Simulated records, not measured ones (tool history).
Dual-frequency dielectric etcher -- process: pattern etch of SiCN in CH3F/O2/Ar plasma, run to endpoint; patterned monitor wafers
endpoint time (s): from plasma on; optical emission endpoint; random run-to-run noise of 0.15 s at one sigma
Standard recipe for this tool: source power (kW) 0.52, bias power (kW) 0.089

run	hour	source power (kW)	bias power (kW)	incoming incoming film thickness, nm	endpoint time (s)
1	0	0.52	0.089	10.45	23.4
2	65.7	0.52	0.089	10.58	23.7
3	125.7	0.52	0.089	10.58	23.4
4	179.9	0.52	0.089	10.63	23.2
5	231.6	0.52	0.089	10.58	23.2
6	332.6	0.52	0.089	10.53	23.2
7	366	0.56	0.089	10.51	22.6
8	424.2	0.56	0.089	10.46	22.4
# hour 451.1: wet clean of the chamber
9	461.6	0.56	0.089	10.61	22.3
10	532.2	0.52	0.074	10.54	23.5
11	558.7	0.52	0.089	10.36	21.8
12	614.2	0.52	0.089	10.52	22.4
# hour 649.4: bias power generator calibrated
13	662.6	0.52	0.081	10.48	22.6
14	729.5	0.52	0.081	10.52	22.9
# hour 780.4: wet clean of the chamber, repeated, since the last time left the tool worse
15	780.9	0.52	0.089	10.42	23.3
16	795.6	0.64	0.07	10.45	23.4
17	827.5	0.42	0.069	10.47	25.8
18	891.1	0.52	0.089	10.51	23.3
19	956.4	0.4	0.089	10.59	25.1
# hour 1003.8: source power generator calibrated
20	1012	0.58	0.078	10.59	23.4
# hour 1043.8: upper electrode replaced
21	1075.7	0.41	0.072	10.55	25.8
22	1171.4	0.4	0.108	10.42	23.5
23	1221.8	0.52	0.089	10.47	23
# hour 1246.4: wet clean of the chamber
24	1261.3	0.52	0.089	10.49	23.6
25	1325.1	0.52	0.109	10.54	22.7
26	1351.6	0.59	0.072	10.5	23.6
27	1385.5	0.52	0.1	10.39	22.6
28	1437.6	0.4	0.077	10.49	25.5
29	1489.2	0.52	0.089	10.58	23.4

Give the tool's hidden conditions for every run:
source power that arrives over what is set, %: 0 on each run
bias power that arrives over what is set, %: 0 on each run
H1: etch rate over this chamber's usual, %
run	H1
1	0.501
2	0.872
3	1.21
4	1.52
5	1.81
6	2.38
7	2.57
8	2.89
9	5.13
10	5.53
11	5.68
12	5.99
13	6.26
14	6.64
15	0.0265
16	0.109
17	0.289
18	0.648
19	1.02
20	1.33
21	1.69
22	2.23
23	2.51
24	-0.0849
25	0.275
26	0.424
27	0.616
28	0.909
29	1.2
